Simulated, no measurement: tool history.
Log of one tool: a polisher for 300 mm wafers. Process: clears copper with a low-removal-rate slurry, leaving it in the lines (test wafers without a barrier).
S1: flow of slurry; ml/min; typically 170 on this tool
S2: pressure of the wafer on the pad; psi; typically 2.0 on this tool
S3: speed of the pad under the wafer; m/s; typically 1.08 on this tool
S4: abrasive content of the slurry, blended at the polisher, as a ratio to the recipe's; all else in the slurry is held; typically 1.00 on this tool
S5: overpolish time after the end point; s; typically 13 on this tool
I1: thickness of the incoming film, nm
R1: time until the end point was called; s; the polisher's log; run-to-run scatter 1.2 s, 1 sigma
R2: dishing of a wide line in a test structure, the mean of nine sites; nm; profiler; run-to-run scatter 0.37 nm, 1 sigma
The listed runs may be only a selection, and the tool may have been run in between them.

run,hour,S1,S2,S3,S4,S5,I1,R1,R2
1,0.0,170,2.0,1.08,1.00,16,206.8,83.2,30.4
2,52.8,170,2.0,1.08,1.00,16,206.6,82.8,30.4
# hour 84.2: head pressure recalibrated
# hour 106.8: worn pad replaced by a new one
3,129.2,170,2.0,1.08,1.00,16,210.8,91.4,27.7
# hour 267.8: slurry blender recalibrated
4,323.2,170,2.0,1.08,1.00,13,210.6,87.6,25.1
# hour 346.9: worn pad replaced by a new one
5,368.0,135,2.0,0.88,1.00,13,207.3,106.2,20.3
# hour 396.3: head pressure recalibrated
# hour 423.0: slurry nozzle cleaned
6,455.5,135,2.0,0.88,1.00,13,213.8,118.2,18.8
# hour 531.5: slurry blender recalibrated
7,561.7,135,2.0,0.88,1.00,13,207.2,113.6,19.7
# hour 571.8: worn pad replaced by a new one
8,668.2,170,2.0,1.30,1.00,13,207.9,71.4,30.1
# hour 689.0: head pressure recalibrated
9,747.2,170,2.4,0.86,1.00,13,211.9,94.1,22.3
# hour 780.4: worn pad replaced by a new one
# hour 785.3: slurry blender recalibrated
10,805.0,170,1.7,0.72,0.85,11,207.6,169.1,11.3
11,844.5,170,1.7,1.32,1.25,13,212.0,80.2,26.7
# hour 869.0: slurry nozzle cleaned
12,937.8,135,2.0,0.88,1.00,13,210.0,108.9,19.7

Run 13 is up next; what results do you expect?
# hour 984.1: head pressure recalibrated
# hour 1004.0: worn pad replaced by a new one
13,1024.6,110,2.0,1.08,1.00,13,209.7,?,?

{"run 13": {"R1": 100.7, "R2": 21.3}}
Had the tool carried no hidden state, the very same run would have given R1 99.3 s, R2 21.6 nm.
